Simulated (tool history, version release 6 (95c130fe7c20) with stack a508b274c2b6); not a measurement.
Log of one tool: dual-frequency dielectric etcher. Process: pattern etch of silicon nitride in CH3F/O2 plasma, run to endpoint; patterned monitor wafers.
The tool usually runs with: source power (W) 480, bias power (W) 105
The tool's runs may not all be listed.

run    hour  source power (W)  bias power (W)  incoming incoming film thickness, nm  endpoint time (s)
  1       0               540             105                                  82.4               76.3
  2    42.5               540             105                                  82.1               76.5
         94  -- wet clean of the chamber
  3    94.5               540             105                                  82.2               74.8
  4   159.5               570              93                                  82.3                 79
  5   234.1               480             105                                  82.3               77.2
  6   304.5               480             105                                  82.8               78.5
  7   402.2               480             105                                  82.7                 79
  8     480               400              98                                  82.2               86.7
      532.2  -- wet clean of the chamber
  9   540.2               400              98                                  81.5               82.3
 10   626.4               480              89                                  82.3               84.8
      654.6  -- source power generator calibrated
 11   717.7               480              89                                  82.1               85.4
 12     787               480              89                                    82               85.4
 13   873.8               480             105                                  81.7               78.2
      887.7  -- bias power generator calibrated
      907.5  -- wet clean of the chamber
 14   910.5               480             105                                  82.1               75.3
 15   952.1               480             105                                  82.4               75.8
 16   994.2               480             105                                  82.2               75.9
 17  1040.1               400              95                                  81.8               84.4
 18  1087.2               480              94                                  82.8                 82
 19  1123.9               440             116                                  82.4               74.1
 20  1163.6               400             119                                  81.4               73.7
 21  1241.9               480             105                                  81.9               77.1
     1278.2  -- wet clean of the chamber
 22  1310.2               540             126                                  82.5               66.7
     1400.2  -- upper electrode replaced
 23  1408.8               480             105                                  80.9               75.3
 24  1498.1               480             105                                  81.9               76.4
 25  1549.9               480             105                                  82.7               77.9
 26  1602.6               480             105                                    82               77.5
     1669.4  -- wet clean of the chamber
 27  1669.9               590              97                                  82.1               75.4
 28  1711.2               570             105                                  82.6               73.1
 29  1817.8               480              86                                  82.4               86.7
 30  1860.2               480             105                                    82               76.5
       2045  -- wet clean of the chamber
 31  2045.5               480             105                                  82.1               75.4
 32  2097.5               370              83                                  82.5               93.8
 33  2178.2               550             126                                  82.2               66.6

Each row is a separate what-if for the run after 33, all from the same tool condition, not one after another. Results?
  A  2178.7               480              85                                  82.7                  ?
  B  2178.7               400              93                                  82.7                  ?
  C  2178.7               530             105                                  82.7                  ?

run  endpoint time (s)
  A                 88
  B               87.1
  C               75.3
The same runs, with their run-to-run variation unchanged, on a tool lacking any hidden condition would have given:
run  endpoint time (s)
  A               86.9
  B                 86
  C               74.3
